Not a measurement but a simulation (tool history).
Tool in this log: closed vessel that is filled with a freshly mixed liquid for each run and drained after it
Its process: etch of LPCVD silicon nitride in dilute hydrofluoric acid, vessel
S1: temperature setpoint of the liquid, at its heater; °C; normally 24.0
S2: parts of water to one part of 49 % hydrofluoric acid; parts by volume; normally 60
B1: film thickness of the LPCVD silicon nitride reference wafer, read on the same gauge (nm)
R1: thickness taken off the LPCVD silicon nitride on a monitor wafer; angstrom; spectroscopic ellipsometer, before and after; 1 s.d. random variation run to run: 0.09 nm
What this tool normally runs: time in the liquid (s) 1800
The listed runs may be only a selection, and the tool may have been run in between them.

run 1 hour=0.0 | S1=27.5 S2=60 time_in_the_liquid_(s)=1800 | B1=30.00 | R1=168.6
run 2 hour=55.1 | S1=26.0 S2=60 time_in_the_liquid_(s)=1800 | B1=30.01 | R1=151.8
run 3 hour=98.2 | S1=26.0 S2=60 time_in_the_liquid_(s)=1800 | B1=30.01 | R1=151.5
run 4 hour=148.9 | S1=26.0 S2=60 time_in_the_liquid_(s)=1800 | B1=29.97 | R1=153.2
run 5 hour=176.1 | S1=24.0 S2=60 time_in_the_liquid_(s)=1800 | B1=30.01 | R1=135.1
run 6 hour=240.3 | S1=26.0 S2=85 time_in_the_liquid_(s)=1800 | B1=30.00 | R1=108.9
run 7 hour=301.9 | S1=26.0 S2=85 time_in_the_liquid_(s)=1800 | B1=30.00 | R1=108.7
run 8 hour=335.6 | S1=26.0 S2=85 time_in_the_liquid_(s)=1800 | B1=30.01 | R1=111.3
run 9 hour=371.8 | S1=24.0 S2=60 time_in_the_liquid_(s)=1800 | B1=30.01 | R1=135.3
run 10 hour=411.4 | S1=24.0 S2=60 time_in_the_liquid_(s)=1800 | B1=29.99 | R1=134.9
run 11 hour=445.1 | S1=24.0 S2=60 time_in_the_liquid_(s)=1800 | B1=30.00 | R1=136.4
run 12 hour=495.5 | S1=24.0 S2=60 time_in_the_liquid_(s)=1800 | B1=29.99 | R1=135.7
-- hour=500.2 hydrofluoric acid flow meter replaced
-- hour=541.0 gauge calibrated
-- hour=561.1 thermometer replaced
run 13 hour=650.3 | S1=24.0 S2=60 time_in_the_liquid_(s)=1800 | B1=29.99 | R1=130.4
run 14 hour=703.3 | S1=21.0 S2=85 time_in_the_liquid_(s)=2855 | B1=30.01 | R1=117.3
run 15 hour=735.1 | S1=24.0 S2=60 time_in_the_liquid_(s)=1800 | B1=30.00 | R1=130.2
run 16 hour=799.1 | S1=24.0 S2=60 time_in_the_liquid_(s)=1800 | B1=29.98 | R1=130.8
run 17 hour=857.8 | S1=24.0 S2=60 time_in_the_liquid_(s)=1800 | B1=30.03 | R1=130.4
run 18 hour=894.1 | S1=24.0 S2=60 time_in_the_liquid_(s)=2375 | B1=30.01 | R1=172.8
run 19 hour=932.5 | S1=26.5 S2=30 time_in_the_liquid_(s)=1800 | B1=30.00 | R1=308.5
run 20 hour=999.6 | S1=27.5 S2=45 time_in_the_liquid_(s)=1800 | B1=30.01 | R1=219.2
run 21 hour=1028.5 | S1=28.0 S2=60 time_in_the_liquid_(s)=1800 | B1=29.97 | R1=169.5
run 22 hour=1056.3 | S1=24.0 S2=45 time_in_the_liquid_(s)=1800 | B1=29.99 | R1=173.0
run 23 hour=1121.1 | S1=24.0 S2=35 time_in_the_liquid_(s)=860 | B1=30.00 | R1=105.9
run 24 hour=1184.9 | S1=24.0 S2=60 time_in_the_liquid_(s)=1800 | B1=30.01 | R1=130.9
run 25 hour=1219.5 | S1=21.5 S2=60 time_in_the_liquid_(s)=1800 | B1=30.00 | R1=111.5
run 26 hour=1261.5 | S1=20.0 S2=50 time_in_the_liquid_(s)=2485 | B1=30.01 | R1=166.5
run 27 hour=1305.8 | S1=24.0 S2=60 time_in_the_liquid_(s)=785 | B1=29.99 | R1=57.2
run 28 hour=1343.5 | S1=21.0 S2=60 time_in_the_liquid_(s)=2830 | B1=30.01 | R1=170.5
run 29 hour=1385.5 | S1=21.0 S2=35 time_in_the_liquid_(s)=1425 | B1=30.00 | R1=145.3
run 30 hour=1448.2 | S1=26.0 S2=40 time_in_the_liquid_(s)=1800 | B1=30.00 | R1=226.0
run 31 hour=1495.5 | S1=22.0 S2=60 time_in_the_liquid_(s)=990 | B1=29.99 | R1=63.5

How would selected steps in R1 from run to run divide? Give the signed amount a tool lacking its hidden state would still show from settings, what came in and random variation, and the signed amount left for the hidden state, including any gauge scatter that is not in both of the compared results.
Hidden conditions of the tool in this case: liquid colder than its thermometer reads (K); hydrofluoric acid flow above the setpoint (%); gauge reads high (%).
Run 12 -> 13: hydrofluoric acid flow meter replaced, gauge calibrated, thermometer replaced. R1 -5.3 angstrom: hidden state -7.4, all else +2.1.
Run 18 -> 19: S1 24.0 -> 26.5, S2 60 -> 30, time in the liquid (s) 2375 -> 1800. R1 +135.7 angstrom: hidden state +3.5, all else +132.2.
Run 27 -> 28: S1 24.0 -> 21.0, time in the liquid (s) 785 -> 2830. R1 +113.3 angstrom: hidden state +4.7, all else +108.6.
Run 30 -> 31: S1 26.0 -> 22.0, S2 40 -> 60, time in the liquid (s) 1800 -> 990. R1 -162.5 angstrom: hidden state -7.3, all else -155.2.
